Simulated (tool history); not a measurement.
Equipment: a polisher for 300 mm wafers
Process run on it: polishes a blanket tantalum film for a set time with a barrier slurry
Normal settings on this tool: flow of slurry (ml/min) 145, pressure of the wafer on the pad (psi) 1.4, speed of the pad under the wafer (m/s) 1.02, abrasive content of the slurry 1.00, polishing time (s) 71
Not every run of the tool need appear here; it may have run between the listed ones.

run	hour	flow of slurry (ml/min)	pressure of the wafer on the pad (psi)	speed of the pad under the wafer (m/s)	abrasive content of the slurry	polishing time (s)	incoming thickness of the incoming film, nm	film removed (Å)
1	0.0	145	1.4	1.02	1.00	71	242.5	950
2	31.3	145	1.4	1.02	1.00	71	240.5	912
3	48.6	145	1.4	1.02	1.00	71	243.4	921
4	66.9	145	1.4	0.86	1.00	88	238.8	938
5	96.8	145	1.4	1.02	1.25	71	234.4	932
# hour 109.0: worn pad replaced by a new one
# hour 116.5: slurry nozzle cleaned
6	116.9	145	1.4	1.02	1.25	71	239.7	1072
# hour 138.1: slurry blender recalibrated
7	150.5	145	1.4	1.02	1.00	71	242.4	995
8	166.6	145	1.4	1.02	1.00	71	242.4	992
9	190.9	145	1.4	1.02	1.00	71	239.7	977
10	225.9	145	1.4	1.02	1.00	71	241.0	995
# hour 230.5: worn pad replaced by a new one
11	245.6	145	1.4	1.02	1.00	71	240.6	959
# hour 281.7: head pressure recalibrated
12	325.8	145	1.4	1.02	1.00	71	236.2	924
# hour 337.5: slurry blender recalibrated
13	354.1	145	1.4	1.02	1.25	71	235.9	970
# hour 358.6: slurry nozzle cleaned
# hour 358.7: worn pad replaced by a new one
14	373.9	190	1.1	1.02	1.10	49	239.8	586

Predict the results of run 15:
15	393.8	145	1.4	1.02	1.00	92	239.5	?

film removed (Å): 1283
Without the tool's hidden state the same run would have given film removed (Å) 1315.
